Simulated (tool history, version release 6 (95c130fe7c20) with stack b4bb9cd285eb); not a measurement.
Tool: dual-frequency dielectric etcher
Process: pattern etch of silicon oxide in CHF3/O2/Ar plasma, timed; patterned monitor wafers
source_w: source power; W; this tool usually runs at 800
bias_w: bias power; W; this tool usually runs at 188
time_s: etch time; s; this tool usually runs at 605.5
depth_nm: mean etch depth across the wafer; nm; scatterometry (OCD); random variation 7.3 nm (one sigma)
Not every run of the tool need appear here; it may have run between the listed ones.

run,hour,source_w,bias_w,time_s,"read-back reference wafer on the same gauge, depth_nm",depth_nm
1,0,800,188,605.5,1089.3,1364.6
2,97.5,800,165,742,1091.9,1534.8
3,180.1,800,165,742,1088.5,1544.7
4,256.9,800,165,742,1089.3,1546
5,364.4,900,188,525,1092.1,1225.6
6,401.7,800,214,605.5,1089.8,1432.7
7,451.1,800,214,605.5,1090.2,1419
8,496.8,870,188,605.5,1089.9,1326.9
9,566.6,870,188,605.5,1086.6,1337.1
10,603.2,870,188,605.5,1088.9,1331.6
11,688.1,800,188,605.5,1090.9,1277.8
12,790.4,800,210,605.5,1091.7,1360.1
13,868.1,800,210,605.5,1089.1,1347
14,937.2,800,210,605.5,1090.8,1444.7
15,1004,800,188,605.5,1090.6,1347.4
16,1092,660,161,522,1089.2,977.8
17,1163.4,800,188,536.5,1091.5,1193.6
18,1234.2,800,188,605.5,1090.6,1339.4
19,1316.5,990,209,605.5,1089.6,1561.2
20,1420.9,990,171,664.5,1086.8,1525.1
21,1501.4,890,233,605.5,1088.4,1541.8
22,1559,800,188,605.5,1090.5,1359.7
23,1614.8,800,188,605.5,1088.7,1347.9
24,1684.2,720,234,605.5,1090.7,1456.3
25,1775.7,960,188,531,1088.8,1280.7
26,1864,800,209,605.5,1089.2,1410
27,1943.7,970,211,651,1090.1,1652.3
28,2019.4,800,143,710.5,1091.2,1329.3

Not shown here: 7 entries made in the log between runs. Locate each between two listed runs and compare the hidden state at the listed run before it with the hidden state at the listed run after it:
Logged between run 7 and run 8: wet clean of the chamber (hour 496.3)
  etch rate over this chamber's usual, %: -2.5 -> -4.58
  measured result minus the result with no hidden state, depth_nm: -36.3 -> -63.7 nm
Logged between run 13 and run 14: wet clean of the chamber, repeated, since the last time left the tool worse (hour 936.7)
  etch rate over this chamber's usual, %: -6.58 -> 0.294
  measured result minus the result with no hidden state, depth_nm: -94.8 -> +4.2 nm
Logged between run 14 and run 15: source power generator calibrated (hour 1002.3)
  etch rate over this chamber's usual, %: 0.294 -> -0.0643
  measured result minus the result with no hidden state, depth_nm: +4.2 -> -0.9 nm
Logged between run 17 and run 18: bias power generator calibrated (hour 1221.3)
  etch rate over this chamber's usual, %: -0.92 -> -1.3
  measured result minus the result with no hidden state, depth_nm: -11.1 -> -17.7 nm
Logged between run 19 and run 20: upper electrode replaced (hour 1420.4)
  etch rate over this chamber's usual, %: -1.74 -> -2.3
  measured result minus the result with no hidden state, depth_nm: -27.7 -> -35.9 nm
Logged between run 20 and run 21: gauge calibrated (hour 1441.9)
  etch rate over this chamber's usual, %: -2.3 -> -2.73
  measured result minus the result with no hidden state, depth_nm: -35.9 -> -43.3 nm
Logged between run 21 and run 22: wet clean of the chamber (hour 1537.9)
  etch rate over this chamber's usual, %: -2.73 -> 0.249
  measured result minus the result with no hidden state, depth_nm: -43.3 -> +3.4 nm
